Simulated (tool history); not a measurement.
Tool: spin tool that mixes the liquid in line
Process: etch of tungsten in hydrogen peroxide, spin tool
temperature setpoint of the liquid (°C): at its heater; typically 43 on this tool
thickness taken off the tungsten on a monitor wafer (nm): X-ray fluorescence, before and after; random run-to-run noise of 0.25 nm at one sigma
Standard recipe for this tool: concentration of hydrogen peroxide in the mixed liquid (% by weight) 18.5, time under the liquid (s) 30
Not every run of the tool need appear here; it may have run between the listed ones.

| run | hour | temperature setpoint of the liquid (°C) | concentration of hydrogen peroxide in the mixed liquid (% by weight) | time under the liquid (s) | read-back film thickness of the tungsten reference wafer, read on the same gauge (nm) | thickness taken off the tungsten on a monitor wafer (nm) |
|---|---|---|---|---|---|---|
| 1 | 0 | 43 | 18.5 | 20 | 120.02 | 14.97 |
| 2 | 27.4 | 43 | 18.5 | 20 | 120 | 14.73 |
| 3 | 62.9 | 43 | 18.5 | 20 | 120.02 | 14.51 |
| 4 | 86.7 | 39.5 | 18.5 | 30 | 120.02 | 17.41 |
| 5 | 101.9 | 39.5 | 18.5 | 30 | 120.01 | 17.45 |
| 6 | 118.5 | 39.5 | 18.5 | 30 | 119.94 | 17.2 |
| 7 | 134 | 43 | 18.5 | 30 | 120.01 | 21.71 |
| 8 | 157.4 | 50 | 18.5 | 30 | 120.04 | 33.42 |
| 9 | 169.5 | 50 | 18.5 | 30 | 120.03 | 33.73 |
|  | 184.3 | heated supply line repaired |
| 10 | 191 | 40 | 18.5 | 30 | 120.01 | 22.79 |
|  | 194.4 | gauge calibrated |
| 11 | 206.6 | 35.5 | 18.5 | 40 | 119.97 | 22.19 |
|  | 209.1 | thermometer replaced |
| 12 | 239.7 | 43 | 21 | 45 | 120.01 | 43.34 |
| 13 | 253.6 | 53 | 18.5 | 25 | 119.99 | 42.14 |
| 14 | 276.4 | 43 | 18.5 | 30 | 120 | 26.73 |
| 15 | 306.7 | 46.5 | 18.5 | 30 | 120.03 | 33.7 |
|  | 313.4 | new drum of peroxide connected |
|  | 323 | peroxide flow meter replaced |
| 16 | 327.9 | 43 | 18.5 | 30 | 119.98 | 26.7 |
| 17 | 348.4 | 39 | 22.5 | 30 | 120.05 | 22.5 |

Run 18 has not been measured yet. What should we expect?
| 18 | 372.4 | 43 | 14.5 | 40 | ? | ? |

{"run 18": {"read-back film thickness of the tungsten reference wafer, read on the same gauge (nm)": 120.03, "thickness taken off the tungsten on a monitor wafer (nm)": 31.42}}
Without the tool's hidden state the same run would have given thickness taken off the tungsten on a monitor wafer (nm) 33.82.

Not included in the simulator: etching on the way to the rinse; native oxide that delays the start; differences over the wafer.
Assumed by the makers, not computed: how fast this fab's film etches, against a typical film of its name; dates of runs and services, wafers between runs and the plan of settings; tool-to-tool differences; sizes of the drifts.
